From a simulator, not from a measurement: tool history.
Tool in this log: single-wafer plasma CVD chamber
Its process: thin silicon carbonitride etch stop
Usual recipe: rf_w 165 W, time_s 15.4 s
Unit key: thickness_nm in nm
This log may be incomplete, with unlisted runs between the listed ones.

run,day,rf_w,time_s,"read-back reference wafer on the same gauge, thickness_nm",thickness_nm
1,0.000,165,15.4,8.339,8.398
2,8.025,165,15.4,8.338,8.391
3,11.488,165,15.4,8.329,8.412
4,15.071,165,15.4,8.338,8.380
5,19.333,165,15.4,8.332,8.443
6,22.192,165,15.4,8.340,8.412
7,26.162,165,15.4,8.345,8.452
8,30.521,165,15.4,8.341,8.421
9,33.458,165,15.4,8.336,8.408
10,35.246,165,16.1,8.332,8.799
11,38.004,165,16.1,8.336,8.808
12,41.604,190,14.5,8.345,8.175
13,44.421,190,14.5,8.330,8.198
14,48.800,190,14.5,8.339,8.165
15,52.829,165,15.4,8.354,8.389
16,54.650,165,15.4,8.353,8.401
17,57.958,165,15.4,8.344,8.496
18,61.283,165,17.6,8.333,9.604
19,63.488,155,16.8,8.320,9.156
20,67.962,175,14.3,8.340,7.970
21,76.017,145,15.4,8.338,8.190
22,79.779,135,12.5,8.332,6.562
23,83.775,165,15.4,8.340,8.502
24,85.533,155,15.4,8.337,8.241
25,89.458,180,15.4,8.336,8.624
26,93.500,165,14.0,8.356,7.687
27,95.500,190,18.1,8.342,10.232
28,98.708,155,13.6,8.332,7.382
29,101.604,185,16.3,8.350,9.120
30,104.754,135,12.4,8.348,6.503
31,106.692,165,15.4,8.337,8.426
32,110.108,165,15.4,8.349,8.424

Missing from the log above: 6 entries noted between runs. For each, name the pair of listed runs it sits between and say how the tool's hidden condition differs from the listed run just before to the listed run just after:
From run 9 to run 10: thermocouple changed; heater temperature recalibrated (day 33.854)
  both runs share identical hidden conditions
From run 10 to run 11: RF generator calibrated (day 37.742); showerhead replaced (day 37.983)
  both runs share identical hidden conditions
From run 22 to run 23: RF generator calibrated (day 80.350)
  both runs share identical hidden conditions
From run 23 to run 24: gauge calibrated (day 84.158); thermocouple changed; heater temperature recalibrated (day 85.075)
  both runs share identical hidden conditions
